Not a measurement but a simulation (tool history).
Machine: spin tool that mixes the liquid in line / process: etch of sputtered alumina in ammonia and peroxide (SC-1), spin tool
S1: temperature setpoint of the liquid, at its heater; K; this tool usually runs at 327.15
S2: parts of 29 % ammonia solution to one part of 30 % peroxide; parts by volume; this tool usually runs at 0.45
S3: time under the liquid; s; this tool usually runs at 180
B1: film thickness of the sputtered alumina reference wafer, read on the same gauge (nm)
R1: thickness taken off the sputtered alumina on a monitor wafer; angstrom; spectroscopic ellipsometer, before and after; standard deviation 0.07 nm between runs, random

| run | hour | S1 | S2 | S3 | B1 | R1 |
|---|---|---|---|---|---|---|
| 1 | 0.0 | 327.15 | 0.45 | 180 | 39.98 | 72.6 |
| 2 | 7.9 | 327.15 | 0.45 | 180 | 39.99 | 71.4 |
| 3 | 18.9 | 327.15 | 0.45 | 180 | 40.00 | 71.9 |
| 4 | 27.9 | 327.15 | 0.45 | 180 | 39.99 | 72.4 |
|  | 52.2 | new drum of ammonia solution connected |
|  | 53.3 | ammonia flow meter replaced |
| 5 | 56.2 | 327.15 | 0.45 | 180 | 40.02 | 71.8 |
|  | 58.6 | thermometer replaced |
| 6 | 71.9 | 327.15 | 0.45 | 180 | 39.98 | 71.5 |
|  | 80.6 | heated supply line repaired |
| 7 | 83.2 | 327.15 | 0.45 | 180 | 40.02 | 65.3 |
|  | 91.4 | gauge calibrated |
| 8 | 98.0 | 329.65 | 0.45 | 180 | 40.00 | 74.5 |
|  | 109.0 | heated supply line repaired, repeated, since the last time left the tool worse |
| 9 | 109.5 | 327.15 | 0.45 | 270 | 40.01 | 128.1 |
| 10 | 118.9 | 324.15 | 0.60 | 220 | 40.01 | 89.7 |
| 11 | 131.2 | 327.15 | 0.45 | 180 | 40.02 | 83.5 |
| 12 | 144.1 | 321.65 | 0.30 | 280 | 40.02 | 92.9 |
| 13 | 150.4 | 329.65 | 0.45 | 180 | 40.02 | 96.4 |
| 14 | 160.9 | 327.15 | 0.35 | 180 | 40.00 | 81.9 |
| 15 | 171.0 | 330.15 | 0.60 | 150 | 39.97 | 83.3 |

State the hidden condition of the tool at each of the runs:
liquid colder than its thermometer reads (K): 0, the same for each run
ammonia flow below the setpoint (%): 0, the same for each run
ammonia solution weaker than its label (%): 0, the same for each run
gauge reads high (%): 0, the same for each run
H1: temperature lost on the way to the wafer (K)
| run | H1 |
|---|---|
| 1 | 3.15 |
| 2 | 3.17 |
| 3 | 3.21 |
| 4 | 3.23 |
| 5 | 3.32 |
| 6 | 3.37 |
| 7 | 5.12 |
| 8 | 5.17 |
| 9 | 0.385 |
| 10 | 0.414 |
| 11 | 0.453 |
| 12 | 0.494 |
| 13 | 0.514 |
| 14 | 0.547 |
| 15 | 0.579 |
